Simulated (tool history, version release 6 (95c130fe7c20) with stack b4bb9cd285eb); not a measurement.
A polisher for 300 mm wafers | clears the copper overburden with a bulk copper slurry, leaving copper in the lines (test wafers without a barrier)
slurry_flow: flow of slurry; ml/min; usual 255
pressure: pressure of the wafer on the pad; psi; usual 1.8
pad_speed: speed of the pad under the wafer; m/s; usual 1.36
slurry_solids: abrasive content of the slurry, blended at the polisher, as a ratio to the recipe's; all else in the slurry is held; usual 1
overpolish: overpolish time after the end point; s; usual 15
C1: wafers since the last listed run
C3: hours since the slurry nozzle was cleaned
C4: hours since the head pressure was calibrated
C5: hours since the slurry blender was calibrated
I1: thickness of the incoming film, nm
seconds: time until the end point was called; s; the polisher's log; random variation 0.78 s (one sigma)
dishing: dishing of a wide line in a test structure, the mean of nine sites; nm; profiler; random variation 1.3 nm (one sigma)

{"run": 1, "hour": 0.0, "slurry_flow": 255, "pressure": 1.8, "pad_speed": 1.36, "slurry_solids": 1, "overpolish": 15, "C1": 0, "wafers polished on this pad": 781, "C3": 31.8, "C4": 869.1, "C5": 1.3, "I1": 699, "seconds": 79.4, "dishing": 66.5}
{"run": 2, "hour": 31.2, "slurry_flow": 255, "pressure": 1.8, "pad_speed": 1.36, "slurry_solids": 1, "overpolish": 15, "C1": 209, "wafers polished on this pad": 991, "C3": 63, "C4": 900.3, "C5": 32.5, "I1": 694.1, "seconds": 81.2, "dishing": 65}
{"run": 3, "hour": 55.9, "slurry_flow": 255, "pressure": 1.5, "pad_speed": 1.36, "slurry_solids": 1, "overpolish": 15, "C1": 166, "wafers polished on this pad": 1157, "C3": 87.7, "C4": 925, "C5": 57.2, "I1": 686.7, "seconds": 98.2, "dishing": 52.9}
{"run": 4, "hour": 68.4, "slurry_flow": 255, "pressure": 1.5, "pad_speed": 1.36, "slurry_solids": 1, "overpolish": 15, "C1": 84, "wafers polished on this pad": 1242, "C3": 100.2, "C4": 937.5, "C5": 69.7, "I1": 696.5, "seconds": 103.6, "dishing": 54.4}
{"hour": 92.6, "done": "worn pad replaced by a new one"}
{"run": 5, "hour": 93.1, "slurry_flow": 255, "pressure": 1.5, "pad_speed": 1.36, "slurry_solids": 1, "overpolish": 15, "C1": 139, "wafers polished on this pad": 3, "C3": 124.9, "C4": 962.2, "C5": 94.4, "I1": 700.7, "seconds": 92.7, "dishing": 56.9}
{"run": 6, "hour": 108.3, "slurry_flow": 255, "pressure": 1.8, "pad_speed": 1.36, "slurry_solids": 1, "overpolish": 15, "C1": 102, "wafers polished on this pad": 105, "C3": 140.1, "C4": 977.4, "C5": 109.6, "I1": 684, "seconds": 77.2, "dishing": 68}
{"run": 7, "hour": 140.9, "slurry_flow": 255, "pressure": 1.8, "pad_speed": 1.36, "slurry_solids": 1, "overpolish": 15, "C1": 219, "wafers polished on this pad": 325, "C3": 172.7, "C4": 1010, "C5": 142.2, "I1": 698, "seconds": 80.4, "dishing": 64.7}
{"run": 8, "hour": 164.6, "slurry_flow": 255, "pressure": 1.8, "pad_speed": 1.36, "slurry_solids": 1, "overpolish": 15, "C1": 159, "wafers polished on this pad": 484, "C3": 196.4, "C4": 1033.7, "C5": 165.9, "I1": 682.7, "seconds": 79, "dishing": 65.6}
{"run": 9, "hour": 196.0, "slurry_flow": 255, "pressure": 1.8, "pad_speed": 1.36, "slurry_solids": 1, "overpolish": 15, "C1": 211, "wafers polished on this pad": 695, "C3": 227.8, "C4": 1065.1, "C5": 197.3, "I1": 688.7, "seconds": 80.4, "dishing": 64.9}
{"run": 10, "hour": 225.9, "slurry_flow": 255, "pressure": 1.8, "pad_speed": 1.36, "slurry_solids": 1, "overpolish": 15, "C1": 201, "wafers polished on this pad": 897, "C3": 257.7, "C4": 1095, "C5": 227.2, "I1": 695.1, "seconds": 82.5, "dishing": 63.5}
{"run": 11, "hour": 250.9, "slurry_flow": 255, "pressure": 1.8, "pad_speed": 1.36, "slurry_solids": 1, "overpolish": 15, "C1": 168, "wafers polished on this pad": 1065, "C3": 282.7, "C4": 1120, "C5": 252.2, "I1": 697, "seconds": 87.5, "dishing": 61.6}
{"hour": 267.8, "done": "worn pad replaced by a new one"}
{"run": 12, "hour": 286.8, "slurry_flow": 255, "pressure": 1.8, "pad_speed": 1.36, "slurry_solids": 1, "overpolish": 15, "C1": 214, "wafers polished on this pad": 127, "C3": 318.6, "C4": 1155.9, "C5": 288.1, "I1": 692.2, "seconds": 82.1, "dishing": 63.9}
{"hour": 302.9, "done": "head pressure recalibrated"}
{"run": 13, "hour": 311.3, "slurry_flow": 255, "pressure": 1.8, "pad_speed": 1.36, "slurry_solids": 1, "overpolish": 20, "C1": 151, "wafers polished on this pad": 279, "C3": 343.1, "C4": 8.4, "C5": 312.6, "I1": 696.1, "seconds": 72.8, "dishing": 82.9}
{"run": 14, "hour": 345.9, "slurry_flow": 255, "pressure": 1.8, "pad_speed": 1.36, "slurry_solids": 1, "overpolish": 15, "C1": 232, "wafers polished on this pad": 512, "C3": 377.7, "C4": 43, "C5": 347.2, "I1": 689.7, "seconds": 73.1, "dishing": 69.1}
{"run": 15, "hour": 357.9, "slurry_flow": 255, "pressure": 1.8, "pad_speed": 1.36, "slurry_solids": 1, "overpolish": 12, "C1": 80, "wafers polished on this pad": 592, "C3": 389.7, "C4": 55, "C5": 359.2, "I1": 696.9, "seconds": 75.6, "dishing": 60.9}
{"hour": 375.0, "done": "slurry blender recalibrated"}
{"run": 16, "hour": 381.6, "slurry_flow": 255, "pressure": 1.8, "pad_speed": 1.36, "slurry_solids": 1, "overpolish": 15, "C1": 146, "wafers polished on this pad": 738, "C3": 413.4, "C4": 78.7, "C5": 6.6, "I1": 698.8, "seconds": 75.2, "dishing": 72.3}
{"hour": 392.4, "done": "slurry nozzle cleaned"}
{"run": 17, "hour": 414.1, "slurry_flow": 255, "pressure": 2.2, "pad_speed": 1.36, "slurry_solids": 0.7, "overpolish": 15, "C1": 211, "wafers polished on this pad": 950, "C3": 21.7, "C4": 111.2, "C5": 39.1, "I1": 700, "seconds": 65.9, "dishing": 80}
{"run": 18, "hour": 430.6, "slurry_flow": 320, "pressure": 1.8, "pad_speed": 1.36, "slurry_solids": 1, "overpolish": 15, "C1": 111, "wafers polished on this pad": 1061, "C3": 38.2, "C4": 127.7, "C5": 55.6, "I1": 686.8, "seconds": 75.7, "dishing": 69.5}
{"run": 19, "hour": 465.4, "slurry_flow": 255, "pressure": 1.8, "pad_speed": 1.36, "slurry_solids": 1, "overpolish": 18, "C1": 234, "wafers polished on this pad": 1296, "C3": 73, "C4": 162.5, "C5": 90.4, "I1": 699.2, "seconds": 80.9, "dishing": 73.8}
{"hour": 481.5, "done": "worn pad replaced by a new one"}
{"run": 20, "hour": 500.6, "slurry_flow": 255, "pressure": 1.3, "pad_speed": 1.36, "slurry_solids": 1.2, "overpolish": 9, "C1": 209, "wafers polished on this pad": 128, "C3": 108.2, "C4": 197.7, "C5": 125.6, "I1": 678.1, "seconds": 92, "dishing": 38.7}
{"run": 21, "hour": 527.8, "slurry_flow": 255, "pressure": 2.1, "pad_speed": 1.36, "slurry_solids": 1, "overpolish": 15, "C1": 183, "wafers polished on this pad": 311, "C3": 135.4, "C4": 224.9, "C5": 152.8, "I1": 683.4, "seconds": 60.2, "dishing": 80.2}
{"run": 22, "hour": 550.9, "slurry_flow": 255, "pressure": 1.8, "pad_speed": 1.36, "slurry_solids": 1, "overpolish": 15, "C1": 155, "wafers polished on this pad": 467, "C3": 158.5, "C4": 248, "C5": 175.9, "I1": 686.8, "seconds": 72.2, "dishing": 70.6}
{"run": 23, "hour": 577.9, "slurry_flow": 220, "pressure": 2, "pad_speed": 1.7, "slurry_solids": 1, "overpolish": 15, "C1": 181, "wafers polished on this pad": 649, "C3": 185.5, "C4": 275, "C5": 202.9, "I1": 695.4, "seconds": 54.1, "dishing": 85.7}
{"run": 24, "hour": 607.4, "slurry_flow": 185, "pressure": 1.8, "pad_speed": 1.36, "slurry_solids": 1.15, "overpolish": 15, "C1": 198, "wafers polished on this pad": 847, "C3": 215, "C4": 304.5, "C5": 232.4, "I1": 684.3, "seconds": 75, "dishing": 68.9}
{"run": 25, "hour": 642.8, "slurry_flow": 310, "pressure": 1.8, "pad_speed": 1.36, "slurry_solids": 1, "overpolish": 15, "C1": 238, "wafers polished on this pad": 1085, "C3": 250.4, "C4": 339.9, "C5": 267.8, "I1": 702, "seconds": 75.8, "dishing": 69.8}
{"hour": 669.8, "done": "worn pad replaced by a new one"}
{"run": 26, "hour": 674.7, "slurry_flow": 255, "pressure": 1.8, "pad_speed": 1.5, "slurry_solids": 1, "overpolish": 15, "C1": 187, "wafers polished on this pad": 33, "C3": 282.3, "C4": 371.8, "C5": 299.7, "I1": 694.8, "seconds": 65.6, "dishing": 75.5}

4 ways to go on from here, each from the tool as it stands after run 26. What would each give?
{"run": "A", "hour": 675.1, "slurry_flow": 255, "pressure": 1.8, "pad_speed": 1.72, "slurry_solids": 1, "overpolish": 15, "C1": 2, "wafers polished on this pad": 35, "C3": 282.7, "C4": 372.2, "C5": 300.1, "I1": 687.5, "seconds": "?", "dishing": "?"}
{"run": "B", "hour": 675.1, "slurry_flow": 190, "pressure": 1.8, "pad_speed": 1.36, "slurry_solids": 0.75, "overpolish": 15, "C1": 2, "wafers polished on this pad": 35, "C3": 282.7, "C4": 372.2, "C5": 300.1, "I1": 687.5, "seconds": "?", "dishing": "?"}
{"run": "C", "hour": 675.1, "slurry_flow": 180, "pressure": 1.8, "pad_speed": 1.36, "slurry_solids": 0.75, "overpolish": 15, "C1": 2, "wafers polished on this pad": 35, "C3": 282.7, "C4": 372.2, "C5": 300.1, "I1": 687.5, "seconds": "?", "dishing": "?"}
{"run": "D", "hour": 675.1, "slurry_flow": 255, "pressure": 1.8, "pad_speed": 1.36, "slurry_solids": 1.15, "overpolish": 15, "C1": 2, "wafers polished on this pad": 35, "C3": 282.7, "C4": 372.2, "C5": 300.1, "I1": 687.5, "seconds": "?", "dishing": "?"}

run=A seconds=56 dishing=79.3
run=B seconds=76.7 dishing=65.8
run=C seconds=77.4 dishing=65.4
run=D seconds=69.3 dishing=70.1
Without the tool's hidden state the same runs would have given:
run=A seconds=55.2 dishing=80
run=B seconds=75.7 dishing=66.4
run=C seconds=76.4 dishing=66.1
run=D seconds=68.3 dishing=70.8

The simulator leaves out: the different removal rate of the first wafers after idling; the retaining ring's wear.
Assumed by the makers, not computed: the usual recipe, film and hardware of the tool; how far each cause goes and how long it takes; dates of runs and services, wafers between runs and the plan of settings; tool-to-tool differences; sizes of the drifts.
